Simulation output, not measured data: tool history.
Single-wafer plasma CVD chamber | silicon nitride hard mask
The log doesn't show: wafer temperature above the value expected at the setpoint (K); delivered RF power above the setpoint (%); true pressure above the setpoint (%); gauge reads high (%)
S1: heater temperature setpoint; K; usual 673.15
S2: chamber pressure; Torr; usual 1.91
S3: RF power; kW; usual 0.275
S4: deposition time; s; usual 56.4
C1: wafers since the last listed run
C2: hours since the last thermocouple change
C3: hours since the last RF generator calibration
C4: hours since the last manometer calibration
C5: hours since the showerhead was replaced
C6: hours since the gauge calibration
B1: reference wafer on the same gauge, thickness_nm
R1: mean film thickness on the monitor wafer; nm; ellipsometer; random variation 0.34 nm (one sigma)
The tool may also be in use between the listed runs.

run   hour      S1    S2     S3    S4   C1      C2      C3      C4      C5     C6      B1      R1
  1      0  673.15  1.91   0.25  56.4    0  1471.4   759.9    1250  4259.4  617.1  56.966   63.61
  2     34  673.15  1.91   0.25  56.4  824  1505.4   793.9    1284  4293.4  651.1  57.042  63.149
  3   54.8  673.15  1.66  0.275  56.4  504  1526.2   814.7  1304.8  4314.2  671.9  56.943  65.312
  4   84.2  673.15  1.66  0.275  56.4  712  1555.6   844.1  1334.2  4343.6  701.3  56.984  64.415
  5  118.4  673.15  1.66  0.275  56.4  829  1589.8   878.3  1368.4  4377.8  735.5  56.975  65.381
  6  133.4  673.15  1.91  0.275  56.4  363  1604.8   893.3  1383.4  4392.8  750.5  56.963  66.792
  7  154.5  673.15  1.91  0.275  56.4  511  1625.9   914.4  1404.5  4413.9  771.6  57.036  66.727
  8    176  673.15  2.06  0.275  56.4  521  1647.4   935.9    1426  4435.4  793.1  57.032  67.902
       184  -- gauge calibrated
  9  192.5  673.15  2.06  0.275  56.4  399  1663.9   952.4  1442.5  4451.9    8.5  56.944  67.574
 10    216  673.15  1.91  0.275  56.4  569  1687.4   975.9    1466  4475.4     32  57.022  66.147
 11  248.7  673.15  1.91  0.275  56.4  792  1720.1  1008.6  1498.7  4508.1   64.7  56.973  66.655
     261.2  -- showerhead replaced
 12  261.7  673.15  1.91  0.275  56.4  121  1733.1  1021.6  1511.7     0.5   77.7  56.981  66.174
 13  294.2  673.15  1.91  0.275  56.4  787  1765.6  1054.1  1544.2      33  110.2  57.021  66.414
 14  319.3  682.15  1.91   0.25  56.4  608  1790.7  1079.2  1569.3    58.1  135.3  56.949  63.164
 15  335.2  668.15  1.91  0.275  56.4  385  1806.6  1095.1  1585.2      74  151.2  57.036  67.182
 16  370.5  681.15  1.91  0.245  56.4  855  1841.9  1130.4  1620.5   109.3  186.5  56.923  62.351
     392.6  -- RF generator calibrated
 17  405.8  673.15  1.91  0.275  56.4  661  1877.2    13.2  1655.8   144.6  221.8  57.085  66.754
       429  -- capacitance manometer re-zeroed and calibrated
 18  435.5  673.15  1.91  0.275  56.4  526  1906.9    42.9     6.5   174.3  251.5  57.045  66.077
 19  464.9  681.15  1.91  0.295  63.9  712  1936.3    72.3    35.9   203.7  280.9   57.08  77.752
 20  479.8  673.15  2.33   0.25  56.4  361  1951.2    87.2    50.8   218.6  295.8   57.02  65.686
 21  492.1  660.15  1.91   0.23  48.3  298  1963.5    99.5    63.1   230.9  308.1  57.105   52.68
     509.6  -- thermocouple changed; heater temperature recalibrated
 22  522.5  673.15  1.91  0.275  56.4  542    12.9   129.9    93.5   261.3  338.5  57.027  66.852
 23  549.2  673.15  2.09  0.275  56.4  647    39.6   156.6   120.2     288  365.2  57.047  67.295
 24    566  673.15  1.91  0.275    64  407    56.4   173.4     137   304.8    382  56.941  76.106
 25  590.2  686.15   2.2  0.275  56.4  586    80.6   197.6   161.2     329  406.2  56.957   67.46
 26  617.7  677.15  1.66  0.245  56.4  666   108.1   225.1   188.7   356.5  433.7  56.999  61.182
 27  642.7  685.15  1.91  0.275  48.6  606   133.1   250.1   213.7   381.5  458.7  56.929  57.655
 28  673.5  673.15  1.66  0.275  56.4  746   163.9   280.9   244.5   412.3  489.5  57.019  65.188

Forecast each of these 5 alternatives for the next run:
  A  673.9  661.15  1.91  0.275  56.4   9  164.3  281.3  244.9  412.7  489.9   ?   ?
  B  673.9  673.15  2.16  0.235  56.4   9  164.3  281.3  244.9  412.7  489.9   ?   ?
  C  673.9  682.15  2.16   0.26  45.3   9  164.3  281.3  244.9  412.7  489.9   ?   ?
  D  673.9  673.15  1.91  0.315  56.4   9  164.3  281.3  244.9  412.7  489.9   ?   ?
  E  673.9  673.15  2.33  0.275  56.4   9  164.3  281.3  244.9  412.7  489.9   ?   ?

run      B1      R1
  A  56.933  66.861
  B  56.933   62.73
  C  56.933  52.791
  D  56.933  71.179
  E  56.933   68.78
Without the tool's hidden state the same runs would have given:
run      R1
  A  66.861
  B   62.73
  C  52.791
  D  71.179
  E   68.78

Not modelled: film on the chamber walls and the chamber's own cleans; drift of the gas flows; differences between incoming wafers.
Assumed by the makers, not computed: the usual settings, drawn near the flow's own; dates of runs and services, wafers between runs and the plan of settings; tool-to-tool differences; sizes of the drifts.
